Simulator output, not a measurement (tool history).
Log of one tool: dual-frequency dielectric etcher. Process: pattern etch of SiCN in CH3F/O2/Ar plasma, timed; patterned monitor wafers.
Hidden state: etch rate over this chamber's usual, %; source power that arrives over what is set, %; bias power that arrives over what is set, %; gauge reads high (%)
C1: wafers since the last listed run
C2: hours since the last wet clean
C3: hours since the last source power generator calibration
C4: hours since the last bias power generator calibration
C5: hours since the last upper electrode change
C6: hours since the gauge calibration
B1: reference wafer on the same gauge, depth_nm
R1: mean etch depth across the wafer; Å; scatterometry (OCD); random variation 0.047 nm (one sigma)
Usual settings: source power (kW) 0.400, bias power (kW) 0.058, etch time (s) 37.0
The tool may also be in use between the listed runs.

Run 1, day 0.000: usual settings; C1 0; C2 253.1; C3 2985.8; C4 1820.4; C5 2718.5; C6 333.4; B1 12.00. Result: R1 136.0 Å.
Run 2, day 1.083: usual settings; C1 257; C2 279.1; C3 3011.8; C4 1846.4; C5 2744.5; C6 359.4; B1 12.02. Result: R1 135.3 Å.
Run 3, day 2.242: usual settings but etch time (s) 44.5; C1 275; C2 306.9; C3 3039.6; C4 1874.2; C5 2772.3; C6 387.2; B1 11.99. Result: R1 163.0 Å.
Run 4, day 3.125: usual settings but etch time (s) 44.5; C1 209; C2 328.1; C3 3060.8; C4 1895.4; C5 2793.5; C6 408.4; B1 12.00. Result: R1 162.8 Å.
Run 5, day 3.642: usual settings but etch time (s) 44.5; C1 122; C2 340.5; C3 3073.2; C4 1907.8; C5 2805.9; C6 420.8; B1 12.00. Result: R1 161.8 Å.
Run 6, day 4.946: usual settings; C1 309; C2 371.8; C3 3104.5; C4 1939.1; C5 2837.2; C6 452.1; B1 12.01. Result: R1 134.8 Å.
Run 7, day 6.392: usual settings; C1 343; C2 406.5; C3 3139.2; C4 1973.8; C5 2871.9; C6 486.8; B1 12.00. Result: R1 133.7 Å.
At day 7.717: wet clean of the chamber.
At day 9.000: upper electrode replaced.
At day 10.046: source power generator calibrated.
Run 8, day 10.708: usual settings; C1 510; C2 71.8; C3 15.9; C4 2077.4; C5 41.0; C6 590.4; B1 11.99. Result: R1 136.4 Å.
Run 9, day 11.571: usual settings; C1 204; C2 92.5; C3 36.6; C4 2098.1; C5 61.7; C6 611.1; B1 12.00. Result: R1 136.4 Å.
Run 10, day 12.438: usual settings; C1 205; C2 113.3; C3 57.4; C4 2118.9; C5 82.5; C6 631.9; B1 11.99. Result: R1 135.2 Å.
Run 11, day 13.412: usual settings but bias power (kW) 0.048; C1 231; C2 136.7; C3 80.8; C4 2142.3; C5 105.9; C6 655.3; B1 11.99. Result: R1 128.3 Å.
Run 12, day 14.288: usual settings but source power (kW) 0.330, bias power (kW) 0.072, etch time (s) 45.0; C1 207; C2 157.7; C3 101.8; C4 2163.3; C5 126.9; C6 676.3; B1 12.01. Result: R1 155.7 Å.
At day 15.246: bias power generator calibrated.
At day 15.292: gauge calibrated.
Run 13, day 15.596: usual settings but source power (kW) 0.440, bias power (kW) 0.049; C1 271; C2 189.1; C3 133.2; C4 8.4; C5 158.3; C6 7.3; B1 12.01. Result: R1 135.2 Å.
Run 14, day 16.567: usual settings but etch time (s) 29.5; C1 230; C2 212.4; C3 156.5; C4 31.7; C5 181.6; C6 30.6; B1 12.00. Result: R1 106.9 Å.
Run 15, day 17.150: usual settings but source power (kW) 0.360, bias power (kW) 0.064; C1 138; C2 226.4; C3 170.5; C4 45.7; C5 195.6; C6 44.6; B1 12.01. Result: R1 129.8 Å.
Run 16, day 18.092: usual settings; C1 223; C2 249.0; C3 193.1; C4 68.3; C5 218.2; C6 67.2; B1 12.01. Result: R1 133.7 Å.
Run 17, day 18.821: usual settings; C1 173; C2 266.5; C3 210.6; C4 85.8; C5 235.7; C6 84.7; B1 12.00. Result: R1 133.4 Å.
Run 18, day 19.788: usual settings but source power (kW) 0.500, bias power (kW) 0.052; C1 229; C2 289.7; C3 233.8; C4 109.0; C5 258.9; C6 107.9; B1 11.99. Result: R1 147.1 Å.
Run 19, day 21.067: usual settings but bias power (kW) 0.070; C1 303; C2 320.4; C3 264.5; C4 139.7; C5 289.6; C6 138.6; B1 12.01. Result: R1 141.2 Å.
Run 20, day 22.021: usual settings; C1 226; C2 343.3; C3 287.4; C4 162.6; C5 312.5; C6 161.5; B1 12.00. Result: R1 132.7 Å.

3 ways to go on from here, each from the tool as it stands after run 20. What would each give?
Run A, day 22.038: usual settings; C1 3; C2 343.7; C3 287.8; C4 163.0; C5 312.9; C6 161.9; B1 ?. Result: R1 ?.
Run B, day 22.038: usual settings but bias power (kW) 0.063; C1 3; C2 343.7; C3 287.8; C4 163.0; C5 312.9; C6 161.9; B1 ?. Result: R1 ?.
Run C, day 22.038: usual settings but source power (kW) 0.320; C1 3; C2 343.7; C3 287.8; C4 163.0; C5 312.9; C6 161.9; B1 ?. Result: R1 ?.

run     B1     R1
  A  12.00  131.8
  B  12.00  135.2
  C  12.00  113.8
Without the tool's hidden state the same runs would have given:
run     R1
  A  138.4
  B  141.9
  C  119.5

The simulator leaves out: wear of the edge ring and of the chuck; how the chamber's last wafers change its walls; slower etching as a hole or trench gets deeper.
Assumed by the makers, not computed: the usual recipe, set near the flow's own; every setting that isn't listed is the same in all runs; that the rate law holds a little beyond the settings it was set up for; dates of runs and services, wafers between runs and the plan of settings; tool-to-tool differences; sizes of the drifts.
